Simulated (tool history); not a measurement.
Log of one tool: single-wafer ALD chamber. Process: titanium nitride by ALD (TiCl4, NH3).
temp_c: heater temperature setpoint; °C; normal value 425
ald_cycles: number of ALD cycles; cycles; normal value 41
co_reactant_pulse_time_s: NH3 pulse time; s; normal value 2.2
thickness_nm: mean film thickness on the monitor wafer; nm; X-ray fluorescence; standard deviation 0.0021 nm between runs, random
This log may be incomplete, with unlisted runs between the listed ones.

run    hour  temp_c  ald_cycles  co_reactant_pulse_time_s  read-back reference wafer on the same gauge, thickness_nm  thickness_nm
  1       0     425          41                       2.2                                                      0.765         0.859
  2    27.6     425          41                       2.2                                                      0.766         0.858
  3   144.7     425          41                       2.2                                                      0.766         0.861
  4   207.8     425          41                       2.2                                                      0.765         0.858
  5   407.8     425          41                       2.2                                                      0.766          0.86
  6   435.7     425          41                       2.2                                                      0.765         0.857
  7   506.5     415          41                       2.2                                                      0.765         0.855
  8   578.1     425          41                       2.2                                                      0.764         0.862
  9   602.2     425          41                       2.2                                                      0.765         0.856
 10   669.2     425          41                       2.2                                                      0.765         0.857
 11   710.3     425          38                       2.2                                                      0.765         0.794
 12   755.8     425          38                       2.2                                                      0.765         0.792
 13   800.2     425          41                       2.2                                                      0.765         0.858
 14   840.7     425          41                       2.2                                                      0.765         0.857
 15   868.4     425          41                       2.2                                                      0.765         0.854
 16   926.3     425          41                       2.2                                                      0.765         0.857
 17   959.4     415          45                       2.2                                                      0.765         0.937
 18   983.5     432          41                       2.2                                                      0.765         0.857
 19  1026.1     418          39                      1.92                                                      0.765         0.815
 20  1065.1     425          41                       1.5                                                      0.765         0.853
 21  1110.9     416          47                       2.2                                                      0.765         0.981
 22  1146.6     414          33                      2.79                                                      0.764         0.692
 23  1215.3     425          48                      1.72                                                      0.765         1.003
 24  1334.4     432          41                      2.88                                                      0.765         0.862
 25    1364     425          41                       2.2                                                      0.766          0.86
 26  1415.1     437          41                      1.73                                                      0.764         0.855
 27  1486.9     425          41                       2.2                                                      0.765         0.861
 28  1549.7     419          35                       2.2                                                      0.764         0.729
 29    1605     425          41                      1.72                                                      0.764         0.852
 30  1648.5     425          41                       2.2                                                      0.765          0.86
 31  1718.2     425          41                       2.2                                                      0.765         0.857
 32  1766.1     430          41                       1.9                                                      0.765         0.857
 33  1836.7     425          41                       2.2                                                      0.765          0.86
 34  1871.3     425          41                       2.2                                                      0.764          0.86
 35  1914.5     432          38                       1.8                                                      0.764         0.792
 36  1992.7     425          41                       2.2                                                      0.765         0.856
 37  2034.9     417          41                       2.2                                                      0.765          0.86
 38  2065.2     436          35                      1.52                                                      0.765         0.726
 39  2096.7     425          38                      1.89                                                      0.765          0.79
 40    2220     435          38                      2.87                                                      0.765           0.8
 41  2286.6     425          41                       2.2                                                      0.765         0.855

The log once held 4 entries between its listed runs, left out of this copy. Where does each go, and what is different about the tool's unlogged condition between the listed run before it and the listed run after it?
From run 8 to run 9: showerhead replaced (hour 596.3)
  no difference in the tool's unlogged condition between these two runs
From run 12 to run 13: thermocouple changed; heater temperature recalibrated (hour 781.9)
  no difference in the tool's unlogged condition between these two runs
From run 22 to run 23: gauge calibrated (hour 1181.1)
  no difference in the tool's unlogged condition between these two runs
From run 31 to run 32: thermocouple changed; heater temperature recalibrated (hour 1745.3)
  no difference in the tool's unlogged condition between these two runs

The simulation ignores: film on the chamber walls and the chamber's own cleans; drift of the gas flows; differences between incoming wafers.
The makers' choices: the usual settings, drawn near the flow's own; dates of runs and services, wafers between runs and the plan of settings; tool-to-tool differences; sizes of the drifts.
